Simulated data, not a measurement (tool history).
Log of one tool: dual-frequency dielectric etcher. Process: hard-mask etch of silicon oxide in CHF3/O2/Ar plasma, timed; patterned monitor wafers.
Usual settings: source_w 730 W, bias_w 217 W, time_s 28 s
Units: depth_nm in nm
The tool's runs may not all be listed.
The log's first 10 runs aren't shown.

| run | hour | source_w | bias_w | time_s | wafers since the last listed run | hours since the last wet clean | hours since the last source power generator calibration | hours since the last bias power generator calibration | hours since the last upper electrode change | hours since the gauge calibration | read-back reference wafer on the same gauge, depth_nm | depth_nm |
|---|---|---|---|---|---|---|---|---|---|---|---|---|
| 11 | 103.2 | 880 | 233 | 31.5 | 139 | 112.1 | 48.8 | 105.5 | 18.4 | 559.6 | 83.9 | 88.7 |
| 12 | 113.4 | 580 | 217 | 28 | 167 | 122.3 | 59 | 115.7 | 28.6 | 569.8 | 83.8 | 68.7 |
| 13 | 120.2 | 730 | 217 | 28 | 111 | 129.1 | 65.8 | 122.5 | 35.4 | 576.6 | 83.8 | 73.4 |
| 14 | 129.6 | 670 | 217 | 28 | 154 | 138.5 | 75.2 | 131.9 | 44.8 | 586 | 83.8 | 71.8 |
| 15 | 142 | 730 | 217 | 28 | 203 | 150.9 | 87.6 | 144.3 | 57.2 | 598.4 | 83.8 | 73.5 |
| 16 | 152.8 | 890 | 268 | 28 | 177 | 161.7 | 98.4 | 155.1 | 68 | 609.2 | 83.8 | 82.3 |
|  | 163.8 | gauge calibrated |
| 17 | 165.9 | 730 | 194 | 28 | 215 | 174.8 | 111.5 | 168.2 | 81.1 | 2.1 | 83.7 | 71.6 |
| 18 | 182.5 | 730 | 252 | 21 | 272 | 191.4 | 128.1 | 184.8 | 97.7 | 18.7 | 83.8 | 57.4 |
| 19 | 189.1 | 730 | 217 | 28 | 108 | 198 | 134.7 | 191.4 | 104.3 | 25.3 | 83.8 | 73.6 |
| 20 | 197.3 | 900 | 192 | 24 | 134 | 206.2 | 142.9 | 199.6 | 112.5 | 33.5 | 83.8 | 65.1 |
| 21 | 212.1 | 730 | 217 | 28 | 243 | 221 | 157.7 | 214.4 | 127.3 | 48.3 | 83.8 | 73.9 |
| 22 | 222.7 | 610 | 239 | 23.5 | 174 | 231.6 | 168.3 | 225 | 137.9 | 58.9 | 83.8 | 60.2 |
| 23 | 236.4 | 860 | 255 | 23.5 | 225 | 245.3 | 182 | 238.7 | 151.6 | 72.6 | 83.8 | 67.6 |
| 24 | 257.1 | 730 | 217 | 34.5 | 340 | 266 | 202.7 | 259.4 | 172.3 | 93.3 | 83.8 | 91.1 |
| 25 | 265.4 | 820 | 202 | 28 | 136 | 274.3 | 211 | 267.7 | 180.6 | 101.6 | 83.8 | 75 |
| 26 | 293.9 | 850 | 258 | 36 | 468 | 302.8 | 239.5 | 296.2 | 209.1 | 130.1 | 83.8 | 103.9 |
| 27 | 302.9 | 590 | 261 | 35 | 147 | 311.8 | 248.5 | 305.2 | 218.1 | 139.1 | 83.8 | 91.5 |
| 28 | 317.8 | 800 | 188 | 25 | 244 | 326.7 | 263.4 | 320.1 | 233 | 154 | 83.8 | 65.3 |
| 29 | 327.2 | 630 | 217 | 28 | 154 | 336.1 | 272.8 | 329.5 | 242.4 | 163.4 | 83.8 | 71.1 |
|  | 353.2 | wet clean of the chamber |
| 30 | 353.7 | 730 | 262 | 28 | 41 | 0.5 | 299.3 | 356 | 268.9 | 189.9 | 83.8 | 77.2 |
| 31 | 356.6 | 840 | 217 | 28 | 47 | 3.4 | 302.2 | 358.9 | 271.8 | 192.8 | 83.9 | 76.2 |

Forecast each of these 3 alternatives for the next run:
| A | 357 | 730 | 217 | 33.5 | 6 | 3.8 | 302.6 | 359.3 | 272.2 | 193.2 | ? | ? |
| B | 357 | 730 | 200 | 21.5 | 6 | 3.8 | 302.6 | 359.3 | 272.2 | 193.2 | ? | ? |
| C | 357 | 590 | 233 | 30.5 | 6 | 3.8 | 302.6 | 359.3 | 272.2 | 193.2 | ? | ? |

| run | read-back reference wafer on the same gauge, depth_nm | depth_nm |
|---|---|---|
| A | 83.8 | 87.6 |
| B | 83.8 | 55.1 |
| C | 83.8 | 76.6 |
Without the tool's hidden state the same runs would have given:
| run | depth_nm |
|---|---|
| A | 87.6 |
| B | 55.1 |
| C | 76.6 |
